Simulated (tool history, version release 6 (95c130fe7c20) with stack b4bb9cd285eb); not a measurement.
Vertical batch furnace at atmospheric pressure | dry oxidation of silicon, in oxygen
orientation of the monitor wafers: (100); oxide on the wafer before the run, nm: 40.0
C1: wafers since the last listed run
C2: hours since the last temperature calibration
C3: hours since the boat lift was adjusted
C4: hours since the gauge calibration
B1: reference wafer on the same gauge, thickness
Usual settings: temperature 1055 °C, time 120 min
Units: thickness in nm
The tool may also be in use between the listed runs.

{"run": 1, "hour": 0.0, "temperature": 1055, "time": 120, "C1": 0, "C2": 3684.5, "C3": 2442.3, "C4": 770.8, "B1": 117.93, "thickness": 138.33}
{"run": 2, "hour": 256.3, "temperature": 1055, "time": 120, "C1": 1669, "C2": 3940.8, "C3": 2698.6, "C4": 1027.1, "B1": 117.94, "thickness": 136.7}
{"run": 3, "hour": 338.9, "temperature": 1055, "time": 159, "C1": 538, "C2": 4023.4, "C3": 2781.2, "C4": 1109.7, "B1": 118.05, "thickness": 161.52}
{"run": 4, "hour": 424.1, "temperature": 1055, "time": 159, "C1": 555, "C2": 4108.6, "C3": 2866.4, "C4": 1194.9, "B1": 118.1, "thickness": 160.74}
{"run": 5, "hour": 501.7, "temperature": 1055, "time": 159, "C1": 505, "C2": 4186.2, "C3": 2944, "C4": 1272.5, "B1": 118.08, "thickness": 161.86}
{"run": 6, "hour": 607.9, "temperature": 1055, "time": 120, "C1": 691, "C2": 4292.4, "C3": 3050.2, "C4": 1378.7, "B1": 118.02, "thickness": 137.14}
{"run": 7, "hour": 709.5, "temperature": 1055, "time": 120, "C1": 661, "C2": 4394, "C3": 3151.8, "C4": 1480.3, "B1": 117.89, "thickness": 136.99}
{"run": 8, "hour": 780.3, "temperature": 1050, "time": 120, "C1": 461, "C2": 4464.8, "C3": 3222.6, "C4": 1551.1, "B1": 117.94, "thickness": 132.09}
{"hour": 805.9, "done": "thermocouples replaced and temperature profile calibrated"}
{"run": 9, "hour": 845.5, "temperature": 1050, "time": 120, "C1": 268, "C2": 39.6, "C3": 3287.8, "C4": 1616.3, "B1": 117.98, "thickness": 132.98}
{"run": 10, "hour": 929.9, "temperature": 1050, "time": 120, "C1": 549, "C2": 124, "C3": 3372.2, "C4": 1700.7, "B1": 117.88, "thickness": 132.15}
{"run": 11, "hour": 966.7, "temperature": 1055, "time": 120, "C1": 239, "C2": 160.8, "C3": 3409, "C4": 1737.5, "B1": 118.02, "thickness": 137.09}
{"run": 12, "hour": 1051.0, "temperature": 1038, "time": 120, "C1": 549, "C2": 245.1, "C3": 3493.3, "C4": 1821.8, "B1": 118.06, "thickness": 121.38}
{"hour": 1155.1, "done": "boat lift adjusted"}
{"run": 13, "hour": 1158.0, "temperature": 1055, "time": 120, "C1": 540, "C2": 352.1, "C3": 2.9, "C4": 1928.8, "B1": 118.06, "thickness": 137.25}
{"hour": 1215.3, "done": "gauge calibrated"}
{"run": 14, "hour": 1263.6, "temperature": 1055, "time": 120, "C1": 688, "C2": 457.7, "C3": 108.5, "C4": 48.3, "B1": 117.94, "thickness": 136.05}
{"run": 15, "hour": 1341.5, "temperature": 1045, "time": 90.5, "C1": 507, "C2": 535.6, "C3": 186.4, "C4": 126.2, "B1": 118, "thickness": 109.66}

Forecast run 16:
{"run": 16, "hour": 1391.4, "temperature": 1039, "time": 120, "C1": 325, "C2": 585.5, "C3": 236.3, "C4": 176.1, "B1": "?", "thickness": "?"}

{"run 16": {"B1": 118.03, "thickness": 123.81}}
Without the tool's hidden state the same run would have given thickness 123.81 nm.

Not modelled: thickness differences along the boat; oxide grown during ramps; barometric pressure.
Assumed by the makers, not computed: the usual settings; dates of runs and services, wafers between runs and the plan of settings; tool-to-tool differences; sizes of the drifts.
